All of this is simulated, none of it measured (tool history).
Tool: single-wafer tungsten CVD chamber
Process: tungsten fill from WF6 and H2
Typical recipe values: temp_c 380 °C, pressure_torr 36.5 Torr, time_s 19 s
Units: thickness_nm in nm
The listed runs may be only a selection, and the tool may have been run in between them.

run    hour  temp_c  pressure_torr  time_s  read-back reference wafer on the same gauge, thickness_nm  thickness_nm
  1       0     380           36.5      19                                                      33.85         37.57
  2      40     380           36.5      19                                                     33.956        37.504
  3   129.3     380           36.5      19                                                     33.836         37.83
  4   184.7     380           36.5    17.7                                                     33.894        35.065
  5   239.1     380           36.5      19                                                     33.931        37.913
  6   278.7     380           36.5    17.1                                                     33.927        34.277
  7   369.6     380           36.5    17.3                                                     33.945        34.524
      459.2  -- thermocouple changed; heater temperature recalibrated
  8   459.7     380           36.5    17.3                                                     33.935        34.189
  9   555.8     380           36.5    17.3                                                     33.938        34.231
 10   610.4     388           36.5      19                                                     33.923        42.777
      627.8  -- capacitance manometer re-zeroed and calibrated
 11   653.3     388           36.5      19                                                     33.863        44.527
      730.6  -- showerhead replaced
 12   731.1     384           36.5      19                                                     33.918        41.072
      735.9  -- gauge calibrated
 13   809.7     380           36.5      19                                                     33.894        38.616
 14   894.6     380           36.5      19                                                     33.907         38.47
 15   970.4     376           45.2    16.7                                                     33.928        33.433
 16  1036.6     380           36.5      19                                                     33.855        38.438
 17  1108.5     394           29.1      19                                                     33.944        45.378
 18  1204.3     380           36.5    15.3                                                     33.911        30.652
 19  1302.7     380           42.7      19                                                      33.95        40.082
 20  1383.1     380           36.5      19                                                     33.889         38.05
 21  1432.7     380           36.5      19                                                     33.937        38.221
 22  1539.8     384           40.1    22.5                                                     33.891        50.047
 23  1623.6     386           32.8      19                                                     33.849         40.76
 24  1688.3     380           31.6      19                                                     33.921        36.405
 25  1750.7     380           33.8      21                                                     33.916        40.896
 26  1799.3     393           36.5    20.2                                                       33.9        50.836
 27  1898.5     380           43.9      21                                                     33.956         45.15
 28    2081     391           29.4      17                                                     33.902        38.633
 29  2159.8     380           36.5      19                                                     33.946        38.397
 30  2204.9     380           31.5    15.5                                                     33.862        29.878
 31  2271.1     388           29.7      19                                                     33.954         41.05
 32  2583.8     366           30.4      19                                                     33.883        27.997
 33  2655.1     389           38.9    21.6                                                      33.87        52.324
     2697.7  -- gauge calibrated
     2713.3  -- thermocouple changed; heater temperature recalibrated
 34  2713.8     394           30.8      19                                                      33.83        45.386

Predict each of these 4 candidate next runs independently; none follows another, all start after run 34:
  A  2714.2     380           30.4      19                                                          ?             ?
  B  2714.2     380           36.5    15.6                                                          ?             ?
  C  2714.2     395           36.5    21.1                                                          ?             ?
  D  2714.2     389           36.5      19                                                          ?             ?

run  read-back reference wafer on the same gauge, thickness_nm  thickness_nm
  A                                                     33.957        35.403
  B                                                     33.957        30.847
  C                                                     33.957        54.137
  D                                                     33.957        44.021
Without the tool's unlogged condition, the same runs would have read:
run  thickness_nm
  A        36.247
  B         31.58
  C        55.427
  D        45.068
